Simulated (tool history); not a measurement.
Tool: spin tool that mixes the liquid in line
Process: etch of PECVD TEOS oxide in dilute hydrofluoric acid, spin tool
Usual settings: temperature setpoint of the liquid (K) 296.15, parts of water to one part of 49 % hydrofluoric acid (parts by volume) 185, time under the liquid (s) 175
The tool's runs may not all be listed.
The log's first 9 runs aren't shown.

| run | hour | temperature setpoint of the liquid (K) | parts of water to one part of 49 % hydrofluoric acid (parts by volume) | time under the liquid (s) | read-back film thickness of the PECVD TEOS oxide reference wafer, read on the same gauge (nm) | thickness taken off the PECVD TEOS oxide on a monitor wafer (nm) |
|---|---|---|---|---|---|---|
| 10 | 646.9 | 296.15 | 185 | 125 | 93.65 | 6.47 |
| 11 | 716.7 | 296.15 | 185 | 175 | 93.88 | 8.98 |
| 12 | 778.1 | 296.15 | 185 | 175 | 94.11 | 9.13 |
| 13 | 845.2 | 296.15 | 185 | 175 | 94.36 | 9.00 |
| 14 | 929.1 | 296.15 | 185 | 175 | 94.65 | 9.10 |
| 15 | 1009.3 | 299.65 | 185 | 275 | 94.93 | 16.39 |
| 16 | 1072.8 | 296.15 | 255 | 175 | 95.17 | 6.21 |
| 17 | 1164.8 | 299.15 | 100 | 80 | 95.49 | 9.80 |
| 18 | 1205.6 | 300.65 | 185 | 245 | 95.62 | 15.19 |
| 19 | 1288.8 | 293.15 | 220 | 265 | 95.96 | 10.12 |
| 20 | 1327.2 | 296.15 | 185 | 175 | 96.07 | 9.36 |
|  | 1329.9 | gauge calibrated |
| 21 | 1373.7 | 296.15 | 145 | 255 | 90.58 | 17.01 |
|  | 1390.6 | thermometer replaced |
| 22 | 1430.3 | 300.65 | 185 | 255 | 90.77 | 14.96 |
| 23 | 1510.3 | 299.15 | 115 | 260 | 91.05 | 25.72 |
|  | 1533.0 | hydrofluoric acid flow meter replaced |
| 24 | 1617.4 | 292.15 | 115 | 175 | 91.44 | 13.06 |
| 25 | 1718.2 | 298.15 | 230 | 275 | 91.83 | 11.58 |
| 26 | 1762.8 | 293.15 | 215 | 275 | 91.96 | 10.47 |
| 27 | 1808.1 | 296.15 | 185 | 175 | 92.17 | 9.02 |
| 28 | 1882.0 | 292.65 | 250 | 105 | 92.42 | 3.25 |
| 29 | 1948.4 | 296.15 | 185 | 175 | 92.62 | 9.05 |
| 30 | 2044.2 | 291.15 | 185 | 105 | 92.99 | 4.46 |
| 31 | 2140.9 | 293.65 | 185 | 270 | 93.33 | 12.80 |
| 32 | 2199.0 | 292.15 | 150 | 95 | 93.53 | 5.28 |
| 33 | 2237.1 | 296.15 | 185 | 260 | 93.67 | 13.29 |

Forecast each of these 4 alternatives for the next run:
| A | 2237.6 | 296.15 | 185 | 175 | ? | ? |
| B | 2237.6 | 293.15 | 95 | 175 | ? | ? |
| C | 2237.6 | 299.15 | 145 | 80 | ? | ? |
| D | 2237.6 | 296.15 | 240 | 175 | ? | ? |

| run | read-back film thickness of the PECVD TEOS oxide reference wafer, read on the same gauge (nm) | thickness taken off the PECVD TEOS oxide on a monitor wafer (nm) |
|---|---|---|
| A | 93.68 | 9.09 |
| B | 93.68 | 17.35 |
| C | 93.68 | 6.21 |
| D | 93.68 | 6.62 |
Without the tool's hidden state the same runs would have given:
| run | thickness taken off the PECVD TEOS oxide on a monitor wafer (nm) |
|---|---|
| A | 8.73 |
| B | 16.66 |
| C | 5.97 |
| D | 6.36 |
